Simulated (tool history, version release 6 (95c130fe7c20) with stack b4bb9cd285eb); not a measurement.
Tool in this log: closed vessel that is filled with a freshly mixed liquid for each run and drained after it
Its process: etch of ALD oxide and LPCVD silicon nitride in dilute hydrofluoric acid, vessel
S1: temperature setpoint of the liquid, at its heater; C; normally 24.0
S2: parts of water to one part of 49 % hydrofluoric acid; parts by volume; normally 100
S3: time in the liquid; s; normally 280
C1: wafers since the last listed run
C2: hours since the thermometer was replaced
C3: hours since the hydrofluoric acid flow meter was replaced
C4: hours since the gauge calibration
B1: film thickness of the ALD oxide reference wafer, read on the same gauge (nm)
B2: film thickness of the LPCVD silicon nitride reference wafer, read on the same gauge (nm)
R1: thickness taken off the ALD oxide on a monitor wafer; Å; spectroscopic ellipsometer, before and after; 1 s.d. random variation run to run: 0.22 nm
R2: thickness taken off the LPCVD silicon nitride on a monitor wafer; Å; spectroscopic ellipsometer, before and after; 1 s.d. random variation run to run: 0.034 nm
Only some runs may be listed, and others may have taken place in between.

| run | hour | S1 | S2 | S3 | C1 | C2 | C3 | C4 | B1 | B2 | R1 | R2 |
|---|---|---|---|---|---|---|---|---|---|---|---|---|
| 1 | 0.0 | 24.0 | 100 | 280 | 0 | 2192.2 | 1502.3 | 593.2 | 120.00 | 39.989 | 301.5 | 15.57 |
| 2 | 64.2 | 24.0 | 100 | 280 | 5410 | 2256.4 | 1566.5 | 657.4 | 119.98 | 39.991 | 301.9 | 15.05 |
| 3 | 107.3 | 24.0 | 100 | 280 | 3631 | 2299.5 | 1609.6 | 700.5 | 120.00 | 39.984 | 296.4 | 15.38 |
| 4 | 132.3 | 24.0 | 70 | 190 | 2106 | 2324.5 | 1634.6 | 725.5 | 119.98 | 40.005 | 305.8 | 15.21 |
| 5 | 267.7 | 24.0 | 70 | 190 | 11409 | 2459.9 | 1770.0 | 860.9 | 120.01 | 39.983 | 299.6 | 14.80 |
|  | 365.6 | hydrofluoric acid flow meter replaced |
|  | 385.6 | thermometer replaced |
| 6 | 397.4 | 24.0 | 100 | 185 | 10761 | 11.8 | 31.8 | 990.6 | 119.98 | 40.001 | 207.5 | 11.00 |
| 7 | 438.9 | 24.0 | 100 | 280 | 3497 | 53.3 | 73.3 | 1032.1 | 120.00 | 40.000 | 313.1 | 16.80 |
| 8 | 507.4 | 24.0 | 100 | 280 | 5772 | 121.8 | 141.8 | 1100.6 | 120.01 | 40.015 | 314.9 | 16.78 |
|  | 538.4 | gauge calibrated |
| 9 | 574.0 | 24.0 | 100 | 280 | 5612 | 188.4 | 208.4 | 35.6 | 120.02 | 39.992 | 319.7 | 16.94 |
| 10 | 629.6 | 24.0 | 140 | 280 | 4685 | 244.0 | 264.0 | 91.2 | 119.99 | 39.993 | 219.0 | 11.64 |
| 11 | 686.9 | 24.0 | 100 | 115 | 4828 | 301.3 | 321.3 | 148.5 | 120.00 | 39.993 | 129.8 | 6.79 |
| 12 | 717.2 | 21.5 | 100 | 335 | 2553 | 331.6 | 351.6 | 178.8 | 120.01 | 39.964 | 345.0 | 18.06 |
|  | 743.3 | thermometer replaced, repeated, since the last time left the tool worse |
| 13 | 775.8 | 25.5 | 100 | 440 | 4853 | 32.5 | 410.2 | 237.4 | 120.00 | 39.992 | 469.3 | 24.97 |
| 14 | 840.3 | 24.0 | 100 | 280 | 5435 | 97.0 | 474.7 | 301.9 | 120.00 | 40.003 | 283.7 | 13.71 |
| 15 | 895.8 | 26.0 | 115 | 445 | 4676 | 152.5 | 530.2 | 357.4 | 119.98 | 40.014 | 409.9 | 21.38 |
| 16 | 945.5 | 21.0 | 80 | 160 | 4188 | 202.2 | 579.9 | 407.1 | 119.99 | 40.018 | 182.9 | 8.17 |
| 17 | 1011.5 | 27.5 | 100 | 280 | 5561 | 268.2 | 645.9 | 473.1 | 119.99 | 39.973 | 328.2 | 17.77 |
| 18 | 1039.9 | 24.0 | 130 | 425 | 2393 | 296.6 | 674.3 | 501.5 | 120.00 | 39.964 | 321.0 | 16.66 |
| 19 | 1076.4 | 24.0 | 100 | 180 | 3075 | 333.1 | 710.8 | 538.0 | 120.01 | 39.983 | 184.4 | 9.46 |
| 20 | 1139.3 | 26.5 | 100 | 125 | 5300 | 396.0 | 773.7 | 600.9 | 120.01 | 40.007 | 142.4 | 7.59 |
| 21 | 1201.3 | 24.0 | 115 | 280 | 5224 | 458.0 | 835.7 | 662.9 | 120.00 | 40.011 | 248.1 | 12.20 |
| 22 | 1234.9 | 26.5 | 100 | 155 | 2831 | 491.6 | 869.3 | 696.5 | 120.01 | 39.988 | 173.8 | 9.58 |
| 23 | 1282.1 | 24.0 | 100 | 280 | 3977 | 538.8 | 916.5 | 743.7 | 120.00 | 40.008 | 289.2 | 14.10 |
| 24 | 1337.2 | 24.0 | 130 | 345 | 4643 | 593.9 | 971.6 | 798.8 | 119.98 | 39.977 | 260.5 | 13.26 |
| 25 | 1378.6 | 24.0 | 100 | 280 | 3488 | 635.3 | 1013.0 | 840.2 | 120.01 | 39.999 | 286.7 | 13.97 |

Alternative continuations, all from the tool just after run 25; predict every row:
| A | 1379.3 | 24.0 | 100 | 280 | 58 | 636.0 | 1013.7 | 840.9 | ? | ? | ? | ? |
| B | 1379.3 | 24.0 | 100 | 350 | 58 | 636.0 | 1013.7 | 840.9 | ? | ? | ? | ? |
| C | 1379.3 | 22.5 | 120 | 190 | 58 | 636.0 | 1013.7 | 840.9 | ? | ? | ? | ? |
| D | 1379.3 | 24.0 | 100 | 130 | 58 | 636.0 | 1013.7 | 840.9 | ? | ? | ? | ? |
| E | 1379.3 | 19.5 | 135 | 405 | 58 | 636.0 | 1013.7 | 840.9 | ? | ? | ? | ? |

| run | B1 | B2 | R1 | R2 |
|---|---|---|---|---|
| A | 120.03 | 40.005 | 286.4 | 14.35 |
| B | 120.03 | 40.005 | 358.0 | 17.94 |
| C | 120.03 | 40.005 | 149.0 | 7.37 |
| D | 120.03 | 40.005 | 133.0 | 6.66 |
| E | 120.03 | 40.005 | 246.4 | 11.47 |
With the hidden condition removed and each run's random variation left untouched, the same runs would have given:
| run | R1 | R2 |
|---|---|---|
| A | 280.4 | 13.86 |
| B | 350.6 | 17.33 |
| C | 145.9 | 7.12 |
| D | 130.2 | 6.44 |
| E | 241.2 | 11.07 |
